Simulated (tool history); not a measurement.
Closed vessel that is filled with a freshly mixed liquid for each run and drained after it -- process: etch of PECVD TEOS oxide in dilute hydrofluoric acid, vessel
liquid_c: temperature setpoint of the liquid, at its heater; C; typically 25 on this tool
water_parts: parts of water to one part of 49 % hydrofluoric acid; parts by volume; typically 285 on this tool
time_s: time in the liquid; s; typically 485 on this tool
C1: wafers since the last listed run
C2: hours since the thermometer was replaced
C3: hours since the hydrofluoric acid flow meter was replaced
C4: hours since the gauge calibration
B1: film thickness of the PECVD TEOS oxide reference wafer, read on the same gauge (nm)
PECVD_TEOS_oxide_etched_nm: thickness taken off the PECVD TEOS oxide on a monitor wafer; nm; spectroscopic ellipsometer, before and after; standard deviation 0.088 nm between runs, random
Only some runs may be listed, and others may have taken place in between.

run 1 hour=0 | liquid_c=25 water_parts=335 time_s=485 | C1=0 C2=996.3 C3=1464.6 C4=592 | B1=136.34 | PECVD_TEOS_oxide_etched_nm=20.63
run 2 hour=51.1 | liquid_c=25 water_parts=285 time_s=485 | C1=3916 C2=1047.4 C3=1515.7 C4=643.1 | B1=136.23 | PECVD_TEOS_oxide_etched_nm=25.35
run 3 hour=91.7 | liquid_c=25 water_parts=285 time_s=485 | C1=3111 C2=1088 C3=1556.3 C4=683.7 | B1=136.19 | PECVD_TEOS_oxide_etched_nm=25.36
run 4 hour=154.1 | liquid_c=25 water_parts=285 time_s=485 | C1=4782 C2=1150.4 C3=1618.7 C4=746.1 | B1=136.06 | PECVD_TEOS_oxide_etched_nm=25.31
run 5 hour=194.1 | liquid_c=25 water_parts=285 time_s=485 | C1=3065 C2=1190.4 C3=1658.7 C4=786.1 | B1=136 | PECVD_TEOS_oxide_etched_nm=25.37
run 6 hour=258.3 | liquid_c=25 water_parts=285 time_s=485 | C1=4920 C2=1254.6 C3=1722.9 C4=850.3 | B1=135.91 | PECVD_TEOS_oxide_etched_nm=25.38
run 7 hour=294.9 | liquid_c=25 water_parts=285 time_s=485 | C1=2805 C2=1291.2 C3=1759.5 C4=886.9 | B1=135.86 | PECVD_TEOS_oxide_etched_nm=25.36
-- hour=311.1 hydrofluoric acid flow meter replaced
run 8 hour=361.4 | liquid_c=25 water_parts=285 time_s=485 | C1=5020 C2=1357.7 C3=50.3 C4=953.4 | B1=135.85 | PECVD_TEOS_oxide_etched_nm=25.36
run 9 hour=385.6 | liquid_c=25 water_parts=285 time_s=485 | C1=1854 C2=1381.9 C3=74.5 C4=977.6 | B1=135.8 | PECVD_TEOS_oxide_etched_nm=25.3
-- hour=429 thermometer replaced
run 10 hour=447.9 | liquid_c=25 water_parts=390 time_s=485 | C1=4698 C2=18.9 C3=136.8 C4=1039.9 | B1=135.74 | PECVD_TEOS_oxide_etched_nm=16.71
run 11 hour=495.4 | liquid_c=25 water_parts=225 time_s=485 | C1=3640 C2=66.4 C3=184.3 C4=1087.4 | B1=135.73 | PECVD_TEOS_oxide_etched_nm=34.19
run 12 hour=563 | liquid_c=23.5 water_parts=285 time_s=485 | C1=5181 C2=134 C3=251.9 C4=1155 | B1=135.66 | PECVD_TEOS_oxide_etched_nm=23.94
run 13 hour=623.5 | liquid_c=23.5 water_parts=365 time_s=620 | C1=4637 C2=194.5 C3=312.4 C4=1215.5 | B1=135.69 | PECVD_TEOS_oxide_etched_nm=22.18
run 14 hour=672.7 | liquid_c=20 water_parts=325 time_s=295 | C1=3771 C2=243.7 C3=361.6 C4=1264.7 | B1=135.62 | PECVD_TEOS_oxide_etched_nm=10.84
-- hour=689 gauge calibrated
run 15 hour=716.9 | liquid_c=25 water_parts=285 time_s=485 | C1=3387 C2=287.9 C3=405.8 C4=27.9 | B1=139.03 | PECVD_TEOS_oxide_etched_nm=25.92

Run 16 has not been measured yet. What should we expect?
run 16 hour=750.5 | liquid_c=23.5 water_parts=175 time_s=410 | C1=2575 C2=321.5 C3=439.4 C4=61.5 | B1=? | PECVD_TEOS_oxide_etched_nm=?

B1: 138.7
PECVD_TEOS_oxide_etched_nm: 37.54 nm
Without the tool's hidden state the same run would have given PECVD_TEOS_oxide_etched_nm 37.9 nm.
